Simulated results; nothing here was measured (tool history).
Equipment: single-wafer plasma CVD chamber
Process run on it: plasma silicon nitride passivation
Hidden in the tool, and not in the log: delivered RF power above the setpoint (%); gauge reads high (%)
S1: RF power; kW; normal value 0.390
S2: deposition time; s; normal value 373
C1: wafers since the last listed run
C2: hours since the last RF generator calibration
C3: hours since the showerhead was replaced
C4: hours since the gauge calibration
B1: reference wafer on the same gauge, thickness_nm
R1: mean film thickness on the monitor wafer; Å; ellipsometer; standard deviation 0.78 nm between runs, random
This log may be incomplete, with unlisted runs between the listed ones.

| run | hour | S1 | S2 | C1 | C2 | C3 | C4 | B1 | R1 |
|---|---|---|---|---|---|---|---|---|---|
| 1 | 0.0 | 0.390 | 323 | 0 | 2280.7 | 7566.5 | 115.9 | 485.010 | 4531.96 |
| 2 | 12.9 | 0.390 | 373 | 60 | 2293.6 | 7579.4 | 128.8 | 485.004 | 5230.63 |
| 3 | 25.8 | 0.410 | 357 | 60 | 2306.5 | 7592.3 | 141.7 | 485.027 | 5083.35 |
| 4 | 39.8 | 0.390 | 373 | 65 | 2320.5 | 7606.3 | 155.7 | 485.049 | 5208.30 |
| 5 | 45.9 | 0.390 | 421 | 28 | 2326.6 | 7612.4 | 161.8 | 484.996 | 5904.54 |
| 6 | 58.5 | 0.390 | 421 | 59 | 2339.2 | 7625.0 | 174.4 | 485.007 | 5884.25 |
|  | 75.2 | showerhead replaced |
| 7 | 75.7 | 0.390 | 373 | 43 | 2356.4 | 0.5 | 191.6 | 485.062 | 5217.64 |
| 8 | 76.1 | 0.390 | 373 | 1 | 2356.8 | 0.9 | 192.0 | 484.919 | 5228.18 |
| 9 | 84.2 | 0.390 | 373 | 37 | 2364.9 | 9.0 | 200.1 | 485.029 | 5229.25 |
| 10 | 94.5 | 0.390 | 373 | 48 | 2375.2 | 19.3 | 210.4 | 484.955 | 5227.17 |
| 11 | 108.2 | 0.390 | 373 | 64 | 2388.9 | 33.0 | 224.1 | 484.930 | 5220.57 |
| 12 | 122.4 | 0.330 | 345 | 66 | 2403.1 | 47.2 | 238.3 | 484.954 | 4613.10 |
| 13 | 132.5 | 0.390 | 323 | 47 | 2413.2 | 57.3 | 248.4 | 484.975 | 4527.79 |
| 14 | 146.0 | 0.315 | 428 | 63 | 2426.7 | 70.8 | 261.9 | 485.046 | 5641.90 |
|  | 149.0 | gauge calibrated |
| 15 | 154.5 | 0.450 | 323 | 39 | 2435.2 | 79.3 | 5.5 | 484.869 | 4720.13 |
| 16 | 171.9 | 0.390 | 321 | 81 | 2452.6 | 96.7 | 22.9 | 485.063 | 4496.54 |
|  | 187.0 | RF generator calibrated |
| 17 | 187.5 | 0.330 | 411 | 35 | 0.5 | 112.3 | 38.5 | 485.061 | 5494.26 |
| 18 | 197.2 | 0.345 | 438 | 45 | 10.2 | 122.0 | 48.2 | 485.050 | 5920.55 |
| 19 | 207.7 | 0.325 | 430 | 49 | 20.7 | 132.5 | 58.7 | 484.987 | 5724.92 |
| 20 | 225.7 | 0.465 | 301 | 84 | 38.7 | 150.5 | 76.7 | 484.988 | 4429.18 |
| 21 | 232.1 | 0.390 | 373 | 30 | 45.1 | 156.9 | 83.1 | 484.987 | 5223.71 |
| 22 | 239.7 | 0.390 | 340 | 35 | 52.7 | 164.5 | 90.7 | 484.971 | 4756.27 |

Predict each of these 3 candidate next runs independently; none follows another, all start after run 22:
| A | 240.2 | 0.390 | 373 | 2 | 53.2 | 165.0 | 91.2 | ? | ? |
| B | 240.2 | 0.335 | 441 | 2 | 53.2 | 165.0 | 91.2 | ? | ? |
| C | 240.2 | 0.390 | 316 | 2 | 53.2 | 165.0 | 91.2 | ? | ? |

| run | B1 | R1 |
|---|---|---|
| A | 484.891 | 5228.93 |
| B | 484.891 | 5925.53 |
| C | 484.891 | 4429.87 |
The same runs, with their run-to-run variation unchanged, on a tool lacking any hidden condition would have given:
| run | R1 |
|---|---|
| A | 5228.93 |
| B | 5925.53 |
| C | 4429.87 |
